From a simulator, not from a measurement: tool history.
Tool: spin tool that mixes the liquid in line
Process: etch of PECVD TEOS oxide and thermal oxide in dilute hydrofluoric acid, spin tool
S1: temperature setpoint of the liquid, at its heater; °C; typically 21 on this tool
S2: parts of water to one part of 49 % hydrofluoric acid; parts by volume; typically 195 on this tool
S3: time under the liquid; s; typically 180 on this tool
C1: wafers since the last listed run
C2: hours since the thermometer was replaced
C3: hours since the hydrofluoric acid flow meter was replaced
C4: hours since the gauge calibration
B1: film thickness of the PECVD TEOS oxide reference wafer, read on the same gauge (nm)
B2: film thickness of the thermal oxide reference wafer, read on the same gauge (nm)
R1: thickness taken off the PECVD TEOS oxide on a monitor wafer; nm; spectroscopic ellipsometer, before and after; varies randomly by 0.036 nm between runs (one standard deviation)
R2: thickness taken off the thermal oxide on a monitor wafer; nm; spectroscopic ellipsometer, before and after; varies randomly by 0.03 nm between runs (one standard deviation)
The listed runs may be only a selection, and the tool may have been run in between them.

Run 1, hour 0: usual settings; C1 0; C2 2025.5; C3 1259.6; C4 1413; B1 140; B2 60.021. Result: R1 7.98 nm, R2 3.035 nm.
Run 2, hour 50.3: usual settings; C1 518; C2 2075.8; C3 1309.9; C4 1463.3; B1 140; B2 59.992. Result: R1 7.96 nm, R2 3.07 nm.
At hour 75.9: gauge calibrated.
At hour 100.1: thermometer replaced.
Run 3, hour 114.4: usual settings; C1 650; C2 14.3; C3 1374; C4 38.5; B1 140.01; B2 59.976. Result: R1 8.27 nm, R2 3.185 nm.
Run 4, hour 171.8: usual settings but S1 23.5 °C; C1 592; C2 71.7; C3 1431.4; C4 95.9; B1 139.98; B2 60.003. Result: R1 9.02 nm, R2 3.435 nm.
Run 5, hour 216.7: usual settings; C1 463; C2 116.6; C3 1476.3; C4 140.8; B1 140.01; B2 60.006. Result: R1 8.22 nm, R2 3.139 nm.
Run 6, hour 262.9: usual settings but S2 105 parts by volume, S3 110 s; C1 476; C2 162.8; C3 1522.5; C4 187; B1 139.99; B2 60.016. Result: R1 10.33 nm, R2 3.921 nm.
Run 7, hour 310.6: usual settings; C1 492; C2 210.5; C3 1570.2; C4 234.7; B1 140; B2 59.99. Result: R1 8.19 nm, R2 3.109 nm.
Run 8, hour 381.6: usual settings but S2 105 parts by volume, S3 230 s; C1 732; C2 281.5; C3 1641.2; C4 305.7; B1 140; B2 59.996. Result: R1 21.46 nm, R2 8.122 nm.
At hour 429.2: hydrofluoric acid flow meter replaced.
Run 9, hour 430.6: usual settings but S2 245 parts by volume, S3 90 s; C1 495; C2 330.5; C3 1.4; C4 354.7; B1 139.99; B2 60.001. Result: R1 3.23 nm, R2 1.22 nm.
Run 10, hour 497.7: usual settings but S1 23.5 °C; C1 692; C2 397.6; C3 68.5; C4 421.8; B1 139.98; B2 59.997. Result: R1 9.41 nm, R2 3.53 nm.
Run 11, hour 523.7: usual settings but S2 245 parts by volume, S3 105 s; C1 268; C2 423.6; C3 94.5; C4 447.8; B1 140.02; B2 59.991. Result: R1 3.76 nm, R2 1.43 nm.
Run 12, hour 575.6: usual settings but S1 17 °C, S2 220 parts by volume, S3 75 s; C1 535; C2 475.5; C3 146.4; C4 499.7; B1 139.99; B2 60. Result: R1 2.61 nm, R2 0.985 nm.
Run 13, hour 637: usual settings; C1 633; C2 536.9; C3 207.8; C4 561.1; B1 140; B2 59.977. Result: R1 8.47 nm, R2 3.271 nm.
Run 14, hour 666.4: usual settings but S1 17 °C, S2 230 parts by volume; C1 303; C2 566.3; C3 237.2; C4 590.5; B1 140; B2 60.032. Result: R1 5.92 nm, R2 2.227 nm.
Run 15, hour 695.8: usual settings but S1 24 °C, S2 155 parts by volume, S3 140 s; C1 303; C2 595.7; C3 266.6; C4 619.9; B1 140.01; B2 59.986. Result: R1 9.65 nm, R2 3.621 nm.
Run 16, hour 759.7: usual settings; C1 659; C2 659.6; C3 330.5; C4 683.8; B1 140; B2 60.015. Result: R1 8.41 nm, R2 3.135 nm.
Run 17, hour 798.8: usual settings but S1 22.5 °C, S2 110 parts by volume, S3 130 s; C1 403; C2 698.7; C3 369.6; C4 722.9; B1 140.02; B2 59.996. Result: R1 12.5 nm, R2 4.649 nm.
Run 18, hour 838.6: usual settings but S1 17 °C, S3 110 s; C1 410; C2 738.5; C3 409.4; C4 762.7; B1 140.01; B2 59.979. Result: R1 4.35 nm, R2 1.673 nm.
Run 19, hour 878.4: usual settings; C1 410; C2 778.3; C3 449.2; C4 802.5; B1 140; B2 59.969. Result: R1 8.3 nm, R2 3.139 nm.
Run 20, hour 945.4: usual settings; C1 691; C2 845.3; C3 516.2; C4 869.5; B1 139.99; B2 59.996. Result: R1 8.34 nm, R2 3.159 nm.
Run 21, hour 971.4: usual settings but S1 19 °C; C1 268; C2 871.3; C3 542.2; C4 895.5; B1 140.02; B2 60.044. Result: R1 7.71 nm, R2 2.914 nm.
Run 22, hour 997.2: usual settings but S1 26 °C, S2 255 parts by volume, S3 95 s; C1 266; C2 897.1; C3 568; C4 921.3; B1 139.99; B2 60.043. Result: R1 3.76 nm, R2 1.434 nm.
Run 23, hour 1038.9: usual settings but S1 19.5 °C, S2 170 parts by volume, S3 265 s; C1 430; C2 938.8; C3 609.7; C4 963; B1 139.99; B2 60.049. Result: R1 13.53 nm, R2 5.148 nm.
Run 24, hour 1065.2: usual settings but S1 24.5 °C, S2 255 parts by volume, S3 85 s; C1 271; C2 965.1; C3 636; C4 989.3; B1 139.99; B2 59.949. Result: R1 3.2 nm, R2 1.191 nm.
Run 25, hour 1128.5: usual settings but S2 155 parts by volume; C1 652; C2 1028.4; C3 699.3; C4 1052.6; B1 140; B2 60.019. Result: R1 10.82 nm, R2 4.106 nm.
Run 26, hour 1164.3: usual settings but S1 24 °C, S2 155 parts by volume, S3 140 s; C1 369; C2 1064.2; C3 735.1; C4 1088.4; B1 140.03; B2 59.997. Result: R1 9.4 nm, R2 3.609 nm.

Each row is a separate what-if for the run after 26, all from the same tool condition, not one after another. Results?
Run A, hour 1164.8: usual settings but S2 250 parts by volume; C1 5; C2 1064.7; C3 735.6; C4 1088.9; B1 ?; B2 ?. Result: R1 ?, R2 ?.
Run B, hour 1164.8: usual settings but S1 17 °C, S2 110 parts by volume, S3 145 s; C1 5; C2 1064.7; C3 735.6; C4 1088.9; B1 ?; B2 ?. Result: R1 ?, R2 ?.
Run C, hour 1164.8: usual settings but S1 22.5 °C, S2 250 parts by volume; C1 5; C2 1064.7; C3 735.6; C4 1088.9; B1 ?; B2 ?. Result: R1 ?, R2 ?.
Run D, hour 1164.8: usual settings but S1 17 °C, S2 125 parts by volume, S3 290 s; C1 5; C2 1064.7; C3 735.6; C4 1088.9; B1 ?; B2 ?. Result: R1 ?, R2 ?.

run      B1     B2     R1     R2
  A  140.02  59.98   6.08    2.3
  B  140.02  59.98  10.91  4.124
  C  140.02  59.98   6.43  2.431
  D  140.02  59.98   18.9  7.148
Without the tool's hidden state the same runs would have given:
run     R1     R2
  A   6.39  2.415
  B  11.46  4.333
  C   6.75  2.552
  D  19.86  7.511

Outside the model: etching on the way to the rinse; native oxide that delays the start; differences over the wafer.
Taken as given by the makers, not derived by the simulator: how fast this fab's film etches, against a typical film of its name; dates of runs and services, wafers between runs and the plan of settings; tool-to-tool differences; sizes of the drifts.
